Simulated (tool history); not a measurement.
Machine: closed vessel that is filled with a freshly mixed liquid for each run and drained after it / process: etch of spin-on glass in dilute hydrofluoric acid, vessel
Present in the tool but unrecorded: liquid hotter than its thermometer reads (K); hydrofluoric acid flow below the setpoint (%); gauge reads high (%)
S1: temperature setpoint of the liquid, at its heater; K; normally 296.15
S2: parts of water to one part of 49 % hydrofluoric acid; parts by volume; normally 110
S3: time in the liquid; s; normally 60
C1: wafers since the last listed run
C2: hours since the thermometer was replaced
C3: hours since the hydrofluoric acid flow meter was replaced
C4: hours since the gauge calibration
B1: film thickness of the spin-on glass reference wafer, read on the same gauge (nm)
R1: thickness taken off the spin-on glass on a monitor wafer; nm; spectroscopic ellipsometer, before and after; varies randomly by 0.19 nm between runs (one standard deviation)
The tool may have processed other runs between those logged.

run 1 day=0 | S1=296.15 S2=110 S3=60 | C1=0 C2=1343 C3=694.3 C4=148.7 | B1=120 | R1=27.63
run 2 day=1.25 | S1=296.15 S2=110 S3=60 | C1=3131 C2=1373 C3=724.3 C4=178.7 | B1=120 | R1=27.79
run 3 day=1.817 | S1=296.15 S2=110 S3=60 | C1=1419 C2=1386.6 C3=737.9 C4=192.3 | B1=119.98 | R1=27.72
run 4 day=2.612 | S1=292.65 S2=110 S3=60 | C1=1993 C2=1405.7 C3=757 C4=211.4 | B1=120.03 | R1=24.06
run 5 day=3.912 | S1=292.65 S2=110 S3=60 | C1=3256 C2=1436.9 C3=788.2 C4=242.6 | B1=119.99 | R1=24.18
run 6 day=4.496 | S1=296.15 S2=110 S3=35 | C1=1461 C2=1450.9 C3=802.2 C4=256.6 | B1=120.03 | R1=16.31
run 7 day=5.608 | S1=296.15 S2=110 S3=60 | C1=2786 C2=1477.6 C3=828.9 C4=283.3 | B1=119.99 | R1=28.14
run 8 day=6.533 | S1=296.15 S2=110 S3=60 | C1=2317 C2=1499.8 C3=851.1 C4=305.5 | B1=119.98 | R1=27.75
-- day=7.108 gauge calibrated
run 9 day=7.408 | S1=296.15 S2=110 S3=60 | C1=2191 C2=1520.8 C3=872.1 C4=7.2 | B1=120.02 | R1=27.93
run 10 day=7.996 | S1=296.15 S2=110 S3=60 | C1=1471 C2=1534.9 C3=886.2 C4=21.3 | B1=119.98 | R1=28.05
run 11 day=9.212 | S1=292.65 S2=140 S3=40 | C1=3047 C2=1564.1 C3=915.4 C4=50.5 | B1=120.02 | R1=12.46
-- day=9.967 thermometer replaced
run 12 day=12.312 | S1=296.15 S2=110 S3=60 | C1=7660 C2=56.3 C3=989.8 C4=124.9 | B1=120.01 | R1=25.42
-- day=12.562 hydrofluoric acid flow meter replaced
run 13 day=13.233 | S1=294.15 S2=110 S3=40 | C1=2202 C2=78.4 C3=16.1 C4=147 | B1=119.99 | R1=15.63
run 14 day=14.179 | S1=296.15 S2=60 S3=60 | C1=2369 C2=101.1 C3=38.8 C4=169.7 | B1=120 | R1=49.67
run 15 day=15.346 | S1=298.65 S2=110 S3=60 | C1=2922 C2=129.1 C3=66.8 C4=197.7 | B1=120.01 | R1=28.2
run 16 day=16.625 | S1=298.65 S2=65 S3=95 | C1=3204 C2=159.8 C3=97.5 C4=228.4 | B1=120.02 | R1=80.33
run 17 day=17.279 | S1=296.15 S2=110 S3=85 | C1=1638 C2=175.5 C3=113.2 C4=244.1 | B1=120.01 | R1=36.21

Give the tool's hidden conditions for every run:
hydrofluoric acid flow below the setpoint (%): 0 at every run
gauge reads high (%): 0 at every run
H1: liquid hotter than its thermometer reads (K)
run=1 H1=2.46
run=2 H1=2.52
run=3 H1=2.54
run=4 H1=2.57
run=5 H1=2.63
run=6 H1=2.65
run=7 H1=2.7
run=8 H1=2.74
run=9 H1=2.77
run=10 H1=2.8
run=11 H1=2.85
run=12 H1=0.148
run=13 H1=0.187
run=14 H1=0.226
run=15 H1=0.275
run=16 H1=0.328
run=17 H1=0.355
